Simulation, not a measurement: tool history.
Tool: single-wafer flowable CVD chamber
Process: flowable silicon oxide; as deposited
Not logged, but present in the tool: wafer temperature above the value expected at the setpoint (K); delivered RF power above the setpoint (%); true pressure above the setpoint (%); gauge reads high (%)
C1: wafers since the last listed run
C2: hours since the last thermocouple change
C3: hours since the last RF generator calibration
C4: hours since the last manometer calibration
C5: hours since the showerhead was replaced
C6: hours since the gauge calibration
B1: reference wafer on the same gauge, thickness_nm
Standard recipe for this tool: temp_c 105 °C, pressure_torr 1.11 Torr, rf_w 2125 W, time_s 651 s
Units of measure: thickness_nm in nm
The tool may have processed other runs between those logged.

run 1 hour=0.0 | temp_c=105 pressure_torr=1.21 rf_w=2125 time_s=651 | C1=0 C2=592.2 C3=1886.4 C4=1321.1 C5=7242.7 C6=258.3 | B1=512.737 | thickness_nm=503.149
run 2 hour=35.9 | temp_c=105 pressure_torr=1.21 rf_w=2125 time_s=651 | C1=109 C2=628.1 C3=1922.3 C4=1357.0 C5=7278.6 C6=294.2 | B1=513.928 | thickness_nm=511.114
run 3 hour=99.3 | temp_c=105 pressure_torr=1.21 rf_w=2125 time_s=651 | C1=192 C2=691.5 C3=1985.7 C4=1420.4 C5=7342.0 C6=357.6 | B1=513.515 | thickness_nm=511.862
run 4 hour=133.8 | temp_c=105 pressure_torr=1.11 rf_w=2125 time_s=651 | C1=104 C2=726.0 C3=2020.2 C4=1454.9 C5=7376.5 C6=392.1 | B1=513.517 | thickness_nm=480.696
run 5 hour=179.9 | temp_c=105 pressure_torr=1.11 rf_w=2125 time_s=651 | C1=140 C2=772.1 C3=2066.3 C4=1501.0 C5=7422.6 C6=438.2 | B1=514.147 | thickness_nm=484.613
run 6 hour=221.3 | temp_c=105 pressure_torr=1.11 rf_w=2125 time_s=651 | C1=125 C2=813.5 C3=2107.7 C4=1542.4 C5=7464.0 C6=479.6 | B1=513.875 | thickness_nm=482.903
-- hour=231.3 showerhead replaced
run 7 hour=250.4 | temp_c=105 pressure_torr=1.11 rf_w=2125 time_s=579 | C1=64 C2=842.6 C3=2136.8 C4=1571.5 C5=19.1 C6=508.7 | B1=514.865 | thickness_nm=428.103
run 8 hour=286.5 | temp_c=105 pressure_torr=1.11 rf_w=2125 time_s=651 | C1=109 C2=878.7 C3=2172.9 C4=1607.6 C5=55.2 C6=544.8 | B1=516.035 | thickness_nm=486.798
-- hour=302.8 capacitance manometer re-zeroed and calibrated
-- hour=333.2 RF generator calibrated
run 9 hour=349.1 | temp_c=105 pressure_torr=1.11 rf_w=2125 time_s=651 | C1=141 C2=941.3 C3=15.9 C4=46.3 C5=117.8 C6=607.4 | B1=513.066 | thickness_nm=484.596
run 10 hour=381.0 | temp_c=105 pressure_torr=1.11 rf_w=1820 time_s=651 | C1=97 C2=973.2 C3=47.8 C4=78.2 C5=149.7 C6=639.3 | B1=513.301 | thickness_nm=471.566
run 11 hour=423.3 | temp_c=105 pressure_torr=1.11 rf_w=2125 time_s=651 | C1=128 C2=1015.5 C3=90.1 C4=120.5 C5=192.0 C6=681.6 | B1=515.788 | thickness_nm=483.204
run 12 hour=450.5 | temp_c=105 pressure_torr=1.03 rf_w=2125 time_s=651 | C1=82 C2=1042.7 C3=117.3 C4=147.7 C5=219.2 C6=708.8 | B1=513.757 | thickness_nm=463.129
run 13 hour=487.3 | temp_c=95 pressure_torr=0.89 rf_w=2125 time_s=591 | C1=111 C2=1079.5 C3=154.1 C4=184.5 C5=256.0 C6=745.6 | B1=514.103 | thickness_nm=564.467
run 14 hour=539.0 | temp_c=116 pressure_torr=1.22 rf_w=2125 time_s=651 | C1=157 C2=1131.2 C3=205.8 C4=236.2 C5=307.7 C6=797.3 | B1=514.464 | thickness_nm=342.731
-- hour=603.7 thermocouple changed; heater temperature recalibrated
run 15 hour=604.2 | temp_c=105 pressure_torr=1.11 rf_w=2515 time_s=593 | C1=173 C2=0.5 C3=271.0 C4=301.4 C5=372.9 C6=862.5 | B1=512.667 | thickness_nm=450.316
run 16 hour=647.9 | temp_c=105 pressure_torr=1.19 rf_w=2125 time_s=608 | C1=132 C2=44.2 C3=314.7 C4=345.1 C5=416.6 C6=906.2 | B1=513.511 | thickness_nm=468.277
run 17 hour=703.2 | temp_c=116 pressure_torr=1.11 rf_w=1700 time_s=700 | C1=168 C2=99.5 C3=370.0 C4=400.4 C5=471.9 C6=961.5 | B1=514.120 | thickness_nm=337.775
-- hour=722.4 gauge calibrated
run 18 hour=763.7 | temp_c=105 pressure_torr=1.11 rf_w=2125 time_s=522 | C1=183 C2=160.0 C3=430.5 C4=460.9 C5=532.4 C6=41.3 | B1=515.072 | thickness_nm=389.748
run 19 hour=801.3 | temp_c=115 pressure_torr=1.04 rf_w=2245 time_s=651 | C1=114 C2=197.6 C3=468.1 C4=498.5 C5=570.0 C6=78.9 | B1=514.132 | thickness_nm=326.088
run 20 hour=841.1 | temp_c=101 pressure_torr=0.95 rf_w=2125 time_s=685 | C1=121 C2=237.4 C3=507.9 C4=538.3 C5=609.8 C6=118.7 | B1=514.150 | thickness_nm=540.971
run 21 hour=906.4 | temp_c=105 pressure_torr=1.11 rf_w=2125 time_s=651 | C1=198 C2=302.7 C3=573.2 C4=603.6 C5=675.1 C6=184.0 | B1=514.120 | thickness_nm=483.780
run 22 hour=938.9 | temp_c=105 pressure_torr=1.11 rf_w=2125 time_s=766 | C1=98 C2=335.2 C3=605.7 C4=636.1 C5=707.6 C6=216.5 | B1=514.605 | thickness_nm=560.431
run 23 hour=1009.5 | temp_c=105 pressure_torr=1.03 rf_w=2125 time_s=544 | C1=214 C2=405.8 C3=676.3 C4=706.7 C5=778.2 C6=287.1 | B1=516.035 | thickness_nm=389.857
run 24 hour=1057.2 | temp_c=119 pressure_torr=1.28 rf_w=2535 time_s=563 | C1=145 C2=453.5 C3=724.0 C4=754.4 C5=825.9 C6=334.8 | B1=514.170 | thickness_nm=284.214
run 25 hour=1090.9 | temp_c=105 pressure_torr=1.03 rf_w=2125 time_s=651 | C1=102 C2=487.2 C3=757.7 C4=788.1 C5=859.6 C6=368.5 | B1=514.281 | thickness_nm=462.189
run 26 hour=1126.1 | temp_c=105 pressure_torr=1.11 rf_w=2125 time_s=651 | C1=107 C2=522.4 C3=792.9 C4=823.3 C5=894.8 C6=403.7 | B1=513.467 | thickness_nm=483.831
run 27 hour=1169.4 | temp_c=92 pressure_torr=1.11 rf_w=1880 time_s=651 | C1=131 C2=565.7 C3=836.2 C4=866.6 C5=938.1 C6=447.0 | B1=513.863 | thickness_nm=783.755

How the hidden state differs across the entries between the runs, from the last listed run before each to the first after it:
Runs 6 to 7: showerhead replaced (hour 231.3)
  the hidden state is the same at both runs
Runs 8 to 9: capacitance manometer re-zeroed and calibrated (hour 302.8); RF generator calibrated (hour 333.2)
  the hidden state is the same at both runs
Runs 14 to 15: thermocouple changed; heater temperature recalibrated (hour 603.7)
  the hidden state is the same at both runs
Runs 17 to 18: gauge calibrated (hour 722.4)
  the hidden state is the same at both runs
